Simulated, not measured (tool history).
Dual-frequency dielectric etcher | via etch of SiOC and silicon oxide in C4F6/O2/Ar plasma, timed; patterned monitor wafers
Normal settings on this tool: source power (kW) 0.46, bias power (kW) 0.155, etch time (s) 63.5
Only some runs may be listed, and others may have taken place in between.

run,day,source power (kW),bias power (kW),etch time (s),"read-back reference wafer on the same gauge, depth_nm",mean etch depth across the wafer (nm)
1,0,0.46,0.155,63.5,76.9,78.2
2,0.846,0.46,0.155,63.5,76.9,77.8
3,1.996,0.46,0.155,63.5,76.9,78.3
4,3.171,0.46,0.155,63.5,76.9,78.1
5,4.071,0.46,0.155,63.5,76.9,78.2
# day 5.588: wet clean of the chamber
6,5.608,0.54,0.155,63.5,76.9,79.9
7,5.621,0.54,0.155,63.5,76.9,80.1
8,6.858,0.41,0.17,63.5,76.9,75.8
9,7.392,0.41,0.17,63.5,77,76.1
10,9.2,0.46,0.169,63.5,76.9,78.8
# day 9.796: source power generator calibrated
# day 10.571: upper electrode replaced
11,10.65,0.46,0.155,76.5,76.9,92.1
# day 11.212: gauge calibrated
# day 11.433: bias power generator calibrated
12,11.9,0.46,0.178,80,76.9,101.7
13,12.479,0.38,0.175,54.5,76.9,65.1
14,13.867,0.51,0.191,48.5,76.9,65.6
15,16.108,0.4,0.155,63.5,76.9,74.2
16,17.212,0.36,0.117,50,76.9,50.9
17,19.733,0.36,0.155,47.5,76.9,53.9
18,20.408,0.46,0.155,63.5,76.9,77.7
19,21.738,0.51,0.124,52.5,76.9,61.2
20,22.288,0.56,0.191,54.5,76.9,77
21,23.417,0.46,0.155,63.5,76.8,78.2
22,23.95,0.39,0.173,58,76.9,71
23,25.338,0.46,0.155,63.5,76.9,78.2
24,28.104,0.53,0.168,48,76.9,63.7
# day 29.767: wet clean of the chamber
25,29.788,0.46,0.155,63.5,76.9,76.1
26,29.804,0.46,0.155,63.5,76.9,75.9
27,30.288,0.39,0.124,63.5,76.9,66.4
28,30.788,0.46,0.141,63.5,76.9,73.5
29,31.712,0.51,0.155,63.5,76.9,79

Alternative continuations, all from the tool just after run 29; predict every row:
A,31.729,0.58,0.155,63.5,?,?
B,31.729,0.46,0.155,54.5,?,?
C,31.729,0.5,0.192,48.5,?,?
D,31.729,0.39,0.179,75.5,?,?
E,31.729,0.56,0.155,63.5,?,?

run,"read-back reference wafer on the same gauge, depth_nm",mean etch depth across the wafer (nm)
A,76.9,82.2
B,76.9,65.5
C,76.9,64.8
D,76.9,91
E,76.9,81.3
With no hidden state in the tool, these same runs would have given:
run,mean etch depth across the wafer (nm)
A,81.8
B,65.2
C,64.4
D,90.5
E,80.9
